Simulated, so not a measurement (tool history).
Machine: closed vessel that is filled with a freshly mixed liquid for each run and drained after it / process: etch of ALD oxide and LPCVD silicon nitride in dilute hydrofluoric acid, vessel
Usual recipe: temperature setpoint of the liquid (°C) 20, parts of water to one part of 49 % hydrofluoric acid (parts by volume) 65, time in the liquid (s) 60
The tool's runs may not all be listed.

run,day,temperature setpoint of the liquid (°C),parts of water to one part of 49 % hydrofluoric acid (parts by volume),time in the liquid (s),"read-back film thickness of the ALD oxide reference wafer, read on the same gauge (nm)","read-back film thickness of the LPCVD silicon nitride reference wafer, read on the same gauge (nm)",thickness taken off the ALD oxide on a monitor wafer (Å),thickness taken off the LPCVD silicon nitride on a monitor wafer (Å)
1,0,24,65,60,139.97,100.019,223.9,6.22
2,3.242,24,65,60,139.99,99.99,226.1,6.21
3,6.792,20,65,60,139.98,100.015,194.1,4.99
4,8.6,20,65,60,140.01,99.992,194.9,4.88
5,11.842,20,65,60,139.96,99.998,193.5,4.97
6,16.025,20,65,60,139.97,99.995,193.7,5.15
7,17.842,20,65,60,140,99.991,194.6,4.86
8,19.583,20,65,60,140.01,100.027,194.8,4.81
9,21.842,20,35,70,140,100.013,438.2,9.18
10,24.662,24.5,55,80,140.04,99.983,376.8,10.71
11,27.821,20,40,35,139.99,100.005,195.2,4.67
12,31.988,22,50,60,140,99.992,284,7.53
13,36.138,20,65,95,140,99.986,315.1,7.64
14,38.033,21.5,65,80,139.99,99.984,286.1,7.8
15,41.788,18.5,40,60,140.03,99.995,316.5,7.79
16,44.342,17,75,75,139.99,99.981,190.8,4.66
# day 44.467: hydrofluoric acid flow meter replaced
# day 46.646: thermometer replaced
17,46.696,20,65,60,140.05,100.023,176.9,4.71
18,50.012,17,65,60,140.01,100.009,155.7,3.46

The next listed run, before its measurement:
# day 51.308: gauge calibrated
19,52.333,20,65,60,?,?,?,?

{"run 19": {"read-back film thickness of the ALD oxide reference wafer, read on the same gauge (nm)": 139.99, "read-back film thickness of the LPCVD silicon nitride reference wafer, read on the same gauge (nm)": 100.023, "thickness taken off the ALD oxide on a monitor wafer (Å)": 178.6, "thickness taken off the LPCVD silicon nitride on a monitor wafer (Å)": 4.24}}
If the tool had no hidden condition, the same run with the same run-to-run variation would have returned thickness taken off the ALD oxide on a monitor wafer (Å) 175.7, thickness taken off the LPCVD silicon nitride on a monitor wafer (Å) 4.16.
